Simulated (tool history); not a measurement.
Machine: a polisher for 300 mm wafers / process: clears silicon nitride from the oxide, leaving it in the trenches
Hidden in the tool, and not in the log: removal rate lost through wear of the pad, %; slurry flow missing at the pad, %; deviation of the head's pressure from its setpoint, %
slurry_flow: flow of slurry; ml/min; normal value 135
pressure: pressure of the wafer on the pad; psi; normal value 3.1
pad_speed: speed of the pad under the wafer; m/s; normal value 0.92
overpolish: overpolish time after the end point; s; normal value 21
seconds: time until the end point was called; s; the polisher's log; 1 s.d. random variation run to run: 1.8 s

| run | hour | slurry_flow | pressure | pad_speed | overpolish | wafers since the last listed run | wafers polished on this pad | hours since the slurry nozzle was cleaned | hours since the head pressure was calibrated | incoming thickness of the incoming film, nm | seconds |
|---|---|---|---|---|---|---|---|---|---|---|---|
| 1 | 0.0 | 135 | 3.1 | 0.92 | 21 | 0 | 1431 | 106.6 | 422.9 | 100.3 | 106.2 |
| 2 | 36.8 | 135 | 3.1 | 0.92 | 21 | 233 | 1665 | 143.4 | 459.7 | 99.9 | 99.9 |
| 3 | 99.3 | 135 | 3.1 | 0.92 | 21 | 397 | 2062 | 205.9 | 522.2 | 99.7 | 99.8 |
|  | 142.5 | head pressure recalibrated |
| 4 | 145.1 | 135 | 3.1 | 0.92 | 21 | 278 | 2341 | 251.7 | 2.6 | 100.6 | 102.7 |
|  | 173.2 | worn pad replaced by a new one |
|  | 248.9 | slurry nozzle cleaned |
| 5 | 249.4 | 135 | 3.1 | 0.92 | 21 | 631 | 478 | 0.5 | 106.9 | 100.7 | 104.8 |
| 6 | 414.2 | 150 | 3.1 | 0.92 | 21 | 1047 | 1526 | 165.3 | 271.7 | 100.7 | 104.8 |
| 7 | 452.0 | 150 | 3.1 | 0.92 | 21 | 240 | 1766 | 203.1 | 309.5 | 99.9 | 103.4 |
| 8 | 501.0 | 150 | 3.1 | 0.92 | 21 | 311 | 2077 | 252.1 | 358.5 | 99.7 | 106.9 |
|  | 551.2 | worn pad replaced by a new one |
| 9 | 579.7 | 160 | 3.1 | 0.92 | 21 | 474 | 181 | 330.8 | 437.2 | 100.7 | 102.8 |
|  | 587.7 | slurry nozzle cleaned |
| 10 | 629.9 | 160 | 3.1 | 0.92 | 21 | 312 | 494 | 42.2 | 487.4 | 100.6 | 105.9 |
| 11 | 736.7 | 135 | 3.6 | 0.92 | 31 | 679 | 1173 | 149.0 | 594.2 | 102.0 | 92.2 |
|  | 743.0 | head pressure recalibrated |
| 12 | 836.4 | 135 | 3.6 | 0.92 | 31 | 621 | 1794 | 248.7 | 93.4 | 100.1 | 90.0 |
|  | 892.2 | worn pad replaced by a new one |
| 13 | 905.0 | 135 | 3.1 | 0.92 | 21 | 410 | 81 | 317.3 | 162.0 | 99.9 | 104.2 |
| 14 | 960.7 | 135 | 3.1 | 0.92 | 21 | 354 | 435 | 373.0 | 217.7 | 98.2 | 103.2 |
|  | 1002.3 | slurry nozzle cleaned |
| 15 | 1011.7 | 135 | 3.1 | 0.92 | 21 | 317 | 753 | 9.4 | 268.7 | 98.9 | 103.9 |
| 16 | 1077.9 | 135 | 3.1 | 0.92 | 21 | 420 | 1174 | 75.6 | 334.9 | 100.2 | 105.9 |
| 17 | 1145.3 | 115 | 3.1 | 0.92 | 21 | 428 | 1602 | 143.0 | 402.3 | 100.6 | 108.2 |
| 18 | 1215.0 | 135 | 3.1 | 0.92 | 17 | 443 | 2045 | 212.7 | 472.0 | 100.0 | 105.0 |
| 19 | 1275.6 | 135 | 3.1 | 0.92 | 21 | 385 | 2430 | 273.3 | 532.6 | 99.3 | 100.9 |
|  | 1338.9 | worn pad replaced by a new one |
| 20 | 1353.6 | 135 | 3.8 | 0.92 | 29 | 470 | 93 | 351.3 | 610.6 | 99.8 | 84.8 |
|  | 1396.3 | slurry nozzle cleaned |
|  | 1406.0 | head pressure recalibrated |
| 21 | 1433.1 | 110 | 2.4 | 0.92 | 16 | 486 | 579 | 36.8 | 27.1 | 101.4 | 144.6 |
| 22 | 1536.1 | 115 | 3.1 | 0.92 | 10 | 654 | 1234 | 139.8 | 130.1 | 98.6 | 104.9 |
| 23 | 1600.9 | 135 | 3.1 | 0.92 | 21 | 411 | 1646 | 204.6 | 194.9 | 100.6 | 104.5 |

Run 24 has not been measured yet. What should we expect?
| 24 | 1649.9 | 115 | 4.0 | 0.92 | 13 | 311 | 1958 | 253.6 | 243.9 | 100.9 | ? |

Run 24 produced seconds 83.5 s.
The same run, on a tool lacking any hidden state, would have yielded seconds 83.5 s.
